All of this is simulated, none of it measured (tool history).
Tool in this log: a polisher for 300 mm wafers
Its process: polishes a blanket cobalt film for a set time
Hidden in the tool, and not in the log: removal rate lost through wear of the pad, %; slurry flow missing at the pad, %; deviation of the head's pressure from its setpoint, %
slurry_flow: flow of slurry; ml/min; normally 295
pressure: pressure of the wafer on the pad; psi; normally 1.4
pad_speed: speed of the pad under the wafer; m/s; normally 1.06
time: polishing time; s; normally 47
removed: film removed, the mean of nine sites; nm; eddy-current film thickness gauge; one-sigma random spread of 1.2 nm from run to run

| run | hour | slurry_flow | pressure | pad_speed | time | wafers since the last listed run | wafers polished on this pad | hours since the slurry nozzle was cleaned | hours since the head pressure was calibrated | incoming thickness of the incoming film, nm | removed |
|---|---|---|---|---|---|---|---|---|---|---|---|
| 1 | 0.0 | 295 | 1.4 | 1.14 | 47 | 0 | 2638 | 186.4 | 428.9 | 1170.3 | 170.6 |
| 2 | 60.1 | 295 | 1.4 | 1.14 | 47 | 726 | 3364 | 246.5 | 489.0 | 1200.7 | 170.0 |
|  | 73.8 | worn pad replaced by a new one |
| 3 | 85.9 | 295 | 1.4 | 1.06 | 52 | 263 | 146 | 272.3 | 514.8 | 1191.4 | 175.0 |
| 4 | 157.1 | 295 | 1.4 | 1.06 | 52 | 861 | 1007 | 343.5 | 586.0 | 1180.9 | 172.8 |
| 5 | 207.7 | 295 | 1.4 | 1.06 | 52 | 611 | 1619 | 394.1 | 636.6 | 1176.8 | 171.3 |
| 6 | 232.9 | 295 | 1.1 | 1.06 | 47 | 304 | 1923 | 419.3 | 661.8 | 1193.1 | 129.3 |
| 7 | 265.8 | 295 | 1.4 | 1.06 | 47 | 397 | 2321 | 452.2 | 694.7 | 1179.2 | 152.1 |
| 8 | 306.4 | 295 | 1.4 | 1.06 | 47 | 490 | 2812 | 492.8 | 735.3 | 1164.9 | 152.0 |
|  | 372.4 | head pressure recalibrated |
|  | 427.3 | worn pad replaced by a new one |
| 9 | 453.6 | 295 | 1.4 | 1.06 | 47 | 1707 | 318 | 640.0 | 81.2 | 1185.3 | 155.0 |
| 10 | 611.0 | 295 | 1.4 | 1.06 | 47 | 1903 | 2221 | 797.4 | 238.6 | 1167.9 | 150.2 |
|  | 644.6 | slurry nozzle cleaned |
| 11 | 680.0 | 295 | 1.4 | 1.06 | 47 | 822 | 3044 | 35.4 | 307.6 | 1173.0 | 158.7 |
| 12 | 718.5 | 295 | 1.4 | 1.06 | 47 | 465 | 3509 | 73.9 | 346.1 | 1201.9 | 161.8 |
|  | 735.5 | worn pad replaced by a new one |
| 13 | 749.1 | 295 | 1.4 | 1.06 | 47 | 321 | 164 | 104.5 | 376.7 | 1185.8 | 158.6 |
| 14 | 784.4 | 295 | 1.4 | 1.06 | 58 | 426 | 590 | 139.8 | 412.0 | 1174.9 | 196.4 |
| 15 | 851.9 | 295 | 1.4 | 0.72 | 47 | 816 | 1407 | 207.3 | 479.5 | 1173.1 | 111.6 |
| 16 | 888.2 | 295 | 1.4 | 1.06 | 47 | 438 | 1846 | 243.6 | 515.8 | 1200.6 | 155.4 |
| 17 | 952.7 | 295 | 1.4 | 0.68 | 47 | 780 | 2626 | 308.1 | 580.3 | 1182.1 | 104.3 |
| 18 | 1007.6 | 330 | 1.4 | 1.26 | 47 | 663 | 3290 | 363.0 | 635.2 | 1192.8 | 181.9 |
|  | 1037.9 | head pressure recalibrated |
| 19 | 1077.4 | 375 | 1.4 | 1.06 | 47 | 819 | 4110 | 432.8 | 39.5 | 1186.1 | 160.9 |
|  | 1084.6 | worn pad replaced by a new one |
| 20 | 1196.9 | 295 | 1.4 | 1.06 | 47 | 1396 | 1357 | 552.3 | 159.0 | 1174.1 | 154.1 |
| 21 | 1242.9 | 295 | 1.4 | 1.14 | 47 | 556 | 1913 | 598.3 | 205.0 | 1199.3 | 168.7 |
|  | 1270.9 | slurry nozzle cleaned |
| 22 | 1286.4 | 260 | 1.8 | 0.68 | 54 | 513 | 2427 | 15.5 | 248.5 | 1209.2 | 149.8 |
| 23 | 1328.5 | 295 | 1.2 | 0.88 | 47 | 509 | 2937 | 57.6 | 290.6 | 1172.4 | 121.9 |
| 24 | 1355.2 | 295 | 1.6 | 1.18 | 47 | 322 | 3259 | 84.3 | 317.3 | 1207.2 | 195.3 |
| 25 | 1386.7 | 295 | 1.4 | 1.06 | 47 | 380 | 3640 | 115.8 | 348.8 | 1175.9 | 160.6 |
| 26 | 1424.3 | 250 | 1.6 | 1.06 | 38 | 454 | 4095 | 153.4 | 386.4 | 1181.3 | 141.7 |
|  | 1436.9 | worn pad replaced by a new one |
| 27 | 1474.0 | 240 | 1.2 | 0.78 | 32 | 552 | 448 | 203.1 | 436.1 | 1207.2 | 71.7 |
| 28 | 1515.3 | 295 | 1.4 | 1.14 | 47 | 499 | 947 | 244.4 | 477.4 | 1200.0 | 172.0 |
| 29 | 1554.0 | 295 | 1.4 | 1.06 | 47 | 468 | 1415 | 283.1 | 516.1 | 1196.2 | 157.1 |

Pick out some run-to-run changes in removed. Of each, how much would a tool without hidden state show as well, from the settings, what came in and chance, and how much is left for the hidden state and any gauge scatter not in both results compared?
Run 10 -> 11: slurry nozzle cleaned. removed +8.5 nm: hidden state +8.6, all else -0.1.
Run 14 -> 15: pad_speed 1.06 -> 0.72, time 58 -> 47. removed -84.8 nm: hidden state +1.4, all else -86.2.
Run 21 -> 22: slurry_flow 295 -> 260, pressure 1.4 -> 1.8, pad_speed 1.14 -> 0.68, time 47 -> 54, slurry nozzle cleaned. removed -18.9 nm: hidden state +7.5, all else -26.4.
Run 27 -> 28: slurry_flow 240 -> 295, pressure 1.2 -> 1.4, pad_speed 0.78 -> 1.14, time 32 -> 47. removed +100.3 nm: hidden state -2.3, all else +102.6.
